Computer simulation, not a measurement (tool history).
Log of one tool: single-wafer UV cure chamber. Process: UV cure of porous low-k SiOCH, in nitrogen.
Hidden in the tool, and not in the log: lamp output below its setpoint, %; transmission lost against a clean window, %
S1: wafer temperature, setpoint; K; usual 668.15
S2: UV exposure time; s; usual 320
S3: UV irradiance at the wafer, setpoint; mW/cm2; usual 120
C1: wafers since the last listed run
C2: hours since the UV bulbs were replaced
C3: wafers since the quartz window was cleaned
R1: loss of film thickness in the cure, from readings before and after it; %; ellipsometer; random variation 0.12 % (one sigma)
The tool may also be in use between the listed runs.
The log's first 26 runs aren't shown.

run,day,S1,S2,S3,C1,C2,C3,R1
27,12.333,652.15,320,120,76,966.1,189,12.562
28,12.867,678.15,425,92,78,978.9,267,13.268
# day 13.483: UV bulbs replaced
29,13.504,668.15,250,120,44,0.5,312,11.022
30,14.162,668.15,185,132,96,16.3,408,10.134
31,14.892,668.15,320,120,106,33.8,515,12.155
32,15.454,679.15,320,120,82,47.3,597,12.137
33,15.988,668.15,320,120,78,60.1,676,11.774
34,16.621,660.15,320,143,92,75.3,769,12.623
35,17.096,668.15,320,120,69,86.7,838,11.88
# day 18.021: UV bulbs replaced, repeated, since the last time left the tool worse
36,18.042,657.15,145,120,89,0.5,928,10.564
37,19.808,653.15,490,94,259,42.9,1187,14.883
38,20.121,660.15,450,143,45,50.4,1233,16.559
39,20.554,668.15,180,84,63,60.8,1296,10.078
40,20.862,668.15,320,120,45,68.2,1342,14.319
41,21.471,668.15,430,94,89,82.8,1431,14.587
42,21.917,668.15,240,146,65,93.5,1496,13.906
43,22.6,668.15,320,120,100,109.9,1596,14.17
44,23.112,668.15,320,139,75,122.2,1672,15.093
45,23.654,668.15,485,98,79,135.2,1751,15.21
46,24.238,668.15,320,151,85,149.2,1837,15.422
47,24.579,675.15,385,131,50,157.4,1887,15.525
48,25.162,673.15,320,135,85,171.4,1972,14.675

3 ways to go on from here, each from the tool as it stands after run 48. What would each give?
A,25.183,668.15,165,120,3,171.9,1975,?
B,25.183,687.15,495,107,3,171.9,1975,?
C,25.183,668.15,320,102,3,171.9,1975,?

run,R1
A,11.155
B,16.043
C,13.426
Without the tool's hidden state the same runs would have given:
run,R1
A,11.349
B,16.251
C,13.63
